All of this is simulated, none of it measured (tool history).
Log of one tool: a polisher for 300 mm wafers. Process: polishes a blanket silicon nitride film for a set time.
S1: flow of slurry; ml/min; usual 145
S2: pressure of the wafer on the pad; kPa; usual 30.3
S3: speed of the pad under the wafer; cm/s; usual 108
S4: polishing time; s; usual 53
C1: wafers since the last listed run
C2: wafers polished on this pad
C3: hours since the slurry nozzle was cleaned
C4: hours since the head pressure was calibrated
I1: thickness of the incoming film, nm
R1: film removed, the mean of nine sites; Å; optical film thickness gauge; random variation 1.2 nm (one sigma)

run,hour,S1,S2,S3,S4,C1,C2,C3,C4,I1,R1
1,0.0,145,30.3,108,53,0,484,70.8,143.4,470.5,1117
2,16.3,145,30.3,90,53,142,626,87.1,159.7,475.6,959
3,49.3,145,30.3,90,53,288,915,120.1,192.7,474.1,947
4,75.3,145,30.3,90,53,227,1142,146.1,218.7,476.0,925
5,91.0,145,24.1,108,53,137,1280,161.8,234.4,473.7,867
6,114.6,145,24.1,108,53,206,1486,185.4,258.0,468.3,830
7,143.5,145,24.1,108,53,252,1739,214.3,286.9,466.9,836
# hour 165.0: worn pad replaced by a new one
8,173.7,155,33.1,108,53,229,76,244.5,317.1,469.9,1234
9,201.8,155,33.1,108,53,245,321,272.6,345.2,465.2,1213
10,224.0,155,33.1,108,53,194,516,294.8,367.4,478.5,1200
11,259.7,145,30.3,108,53,312,828,330.5,403.1,468.9,1060
12,281.6,145,30.3,108,53,191,1020,352.4,425.0,475.1,1063
13,310.0,145,30.3,134,40,248,1268,380.8,453.4,475.9,930
14,328.0,145,30.3,134,40,157,1426,398.8,471.4,470.8,929
# hour 348.2: worn pad replaced by a new one
15,360.4,175,30.3,108,53,248,106,431.2,503.8,469.8,1152
16,380.4,175,30.3,108,53,174,281,451.2,523.8,470.1,1113
17,394.8,145,30.3,108,53,125,407,465.6,538.2,476.0,1069
18,412.9,145,36.5,108,47,158,566,483.7,556.3,476.3,1141
# hour 415.7: head pressure recalibrated
19,436.8,145,30.3,108,43,191,757,507.6,21.1,470.9,836
20,456.8,130,30.3,126,53,174,932,527.6,41.1,468.4,1132
# hour 459.1: slurry nozzle cleaned
21,489.7,145,25.5,108,42,279,1211,30.6,74.0,464.8,741
22,523.9,145,26.2,108,53,299,1510,64.8,108.2,465.5,918
# hour 565.9: worn pad replaced by a new one
23,604.6,110,35.9,76,53,671,338,145.5,188.9,474.1,909
24,623.1,195,22.8,74,60,161,500,164.0,207.4,468.2,728

Run 25 comes next. What will it give?
25,656.6,145,30.3,108,70,293,793,197.5,240.9,471.9,?

{"run 25": {"R1": 1399}}
Without the tool's hidden state the same run would have given R1 1582 Å.
